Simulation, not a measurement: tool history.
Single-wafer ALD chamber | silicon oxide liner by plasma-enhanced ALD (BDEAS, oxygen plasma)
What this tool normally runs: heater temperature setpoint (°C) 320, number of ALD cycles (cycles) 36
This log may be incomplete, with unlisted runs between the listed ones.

| run | hour | heater temperature setpoint (°C) | number of ALD cycles (cycles) | read-back reference wafer on the same gauge, thickness_nm | mean film thickness on the monitor wafer (nm) |
|---|---|---|---|---|---|
| 1 | 0 | 320 | 33 | 3.756 | 2.97 |
| 2 | 63.8 | 320 | 33 | 3.67 | 2.895 |
| 3 | 99.1 | 327 | 36 | 3.684 | 3.135 |
| 4 | 130.7 | 327 | 36 | 3.693 | 3.151 |
| 5 | 186.8 | 320 | 36 | 3.705 | 3.186 |
| 6 | 243.1 | 320 | 32 | 3.716 | 2.828 |
| 7 | 277.2 | 320 | 38 | 3.721 | 3.379 |
| 8 | 317.1 | 320 | 36 | 3.725 | 3.209 |
| 9 | 360 | 316 | 39 | 3.731 | 3.478 |
| 10 | 394.8 | 328 | 30 | 3.731 | 2.637 |
| 11 | 461.8 | 320 | 39 | 3.737 | 3.497 |
| 12 | 524 | 320 | 36 | 3.74 | 3.218 |
| 13 | 640.7 | 320 | 31 | 3.726 | 2.77 |
| 14 | 693.7 | 311 | 29 | 3.739 | 2.622 |
| 15 | 725.2 | 333 | 43 | 3.744 | 3.786 |

Withheld: 3 entries from between the runs. Position of each, and hidden state at the listed run before versus the listed run after:
In the gap between runs 1 and 2: gauge calibrated (hour 29.2)
  gauge reads high (%): 2.1 -> -0.29
  what was measured, less what the result would be without the hidden state, mean film thickness on the monitor wafer (nm): +0.061 -> -0.009
In the gap between runs 12 and 13: gauge calibrated (hour 539.5); thermocouple changed; heater temperature recalibrated (hour 547.4)
  gauge reads high (%): 1.61 -> 1.27
  what was measured, less what the result would be without the hidden state, mean film thickness on the monitor wafer (nm): +0.051 -> +0.035
